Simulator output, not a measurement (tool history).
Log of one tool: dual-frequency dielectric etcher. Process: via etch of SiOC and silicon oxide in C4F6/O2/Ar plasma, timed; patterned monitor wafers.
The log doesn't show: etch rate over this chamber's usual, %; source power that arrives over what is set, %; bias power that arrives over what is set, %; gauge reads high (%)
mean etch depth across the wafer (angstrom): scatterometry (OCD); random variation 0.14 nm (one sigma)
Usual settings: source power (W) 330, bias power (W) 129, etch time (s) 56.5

| run | hour | source power (W) | bias power (W) | etch time (s) | wafers since the last listed run | hours since the last wet clean | hours since the last source power generator calibration | hours since the last bias power generator calibration | hours since the last upper electrode change | hours since the gauge calibration | read-back reference wafer on the same gauge, depth_nm | mean etch depth across the wafer (angstrom) |
|---|---|---|---|---|---|---|---|---|---|---|---|---|
| 1 | 0.0 | 330 | 129 | 56.5 | 0 | 423.7 | 1856.8 | 3310.2 | 2945.0 | 329.1 | 47.3 | 521 |
|  | 60.0 | wet clean of the chamber |
| 2 | 73.1 | 330 | 129 | 56.5 | 431 | 13.1 | 1929.9 | 3383.3 | 3018.1 | 402.2 | 47.3 | 522 |
| 3 | 169.4 | 330 | 117 | 56.5 | 845 | 109.4 | 2026.2 | 3479.6 | 3114.4 | 498.5 | 47.3 | 506 |
| 4 | 251.6 | 330 | 117 | 56.5 | 721 | 191.6 | 2108.4 | 3561.8 | 3196.6 | 580.7 | 47.3 | 506 |
| 5 | 357.0 | 330 | 129 | 61.5 | 925 | 297.0 | 2213.8 | 3667.2 | 3302.0 | 686.1 | 47.3 | 568 |
|  | 377.3 | gauge calibrated |
|  | 379.8 | source power generator calibrated |
| 6 | 395.8 | 330 | 129 | 56.5 | 305 | 335.8 | 16.0 | 3706.0 | 3340.8 | 18.5 | 47.3 | 521 |
| 7 | 471.5 | 330 | 129 | 45.0 | 664 | 411.5 | 91.7 | 3781.7 | 3416.5 | 94.2 | 47.3 | 415 |
|  | 558.0 | upper electrode replaced |
| 8 | 558.5 | 330 | 129 | 56.5 | 553 | 498.5 | 178.7 | 3868.7 | 0.5 | 181.2 | 47.3 | 519 |
|  | 602.0 | wet clean of the chamber |
| 9 | 650.0 | 330 | 129 | 56.5 | 592 | 48.0 | 270.2 | 3960.2 | 92.0 | 272.7 | 47.3 | 522 |
| 10 | 696.2 | 330 | 108 | 63.5 | 405 | 94.2 | 316.4 | 4006.4 | 138.2 | 318.9 | 47.3 | 551 |
| 11 | 760.0 | 330 | 129 | 56.5 | 560 | 158.0 | 380.2 | 4070.2 | 202.0 | 382.7 | 47.3 | 522 |
| 12 | 850.4 | 270 | 110 | 62.5 | 793 | 248.4 | 470.6 | 4160.6 | 292.4 | 473.1 | 47.3 | 511 |
|  | 895.1 | bias power generator calibrated |
| 13 | 951.6 | 370 | 106 | 48.5 | 853 | 349.6 | 571.8 | 56.5 | 393.6 | 574.3 | 47.2 | 437 |
|  | 1000.4 | gauge calibrated |
|  | 1062.4 | wet clean of the chamber |
| 14 | 1062.9 | 330 | 129 | 56.5 | 766 | 0.5 | 683.1 | 167.8 | 504.9 | 62.5 | 47.3 | 519 |
| 15 | 1082.7 | 390 | 129 | 63.0 | 173 | 20.3 | 702.9 | 187.6 | 524.7 | 82.3 | 47.3 | 613 |
| 16 | 1168.0 | 250 | 148 | 56.5 | 748 | 105.6 | 788.2 | 272.9 | 610.0 | 167.6 | 47.3 | 499 |

Run 17 comes next. What will it give?
| 17 | 1239.7 | 260 | 158 | 56.5 | 629 | 177.3 | 859.9 | 344.6 | 681.7 | 239.3 | ? | ? |

Run 17 gave read-back reference wafer on the same gauge, depth_nm 47.3, mean etch depth across the wafer (angstrom) 516.
Without the tool's hidden state the same run would have given mean etch depth across the wafer (angstrom) 516.
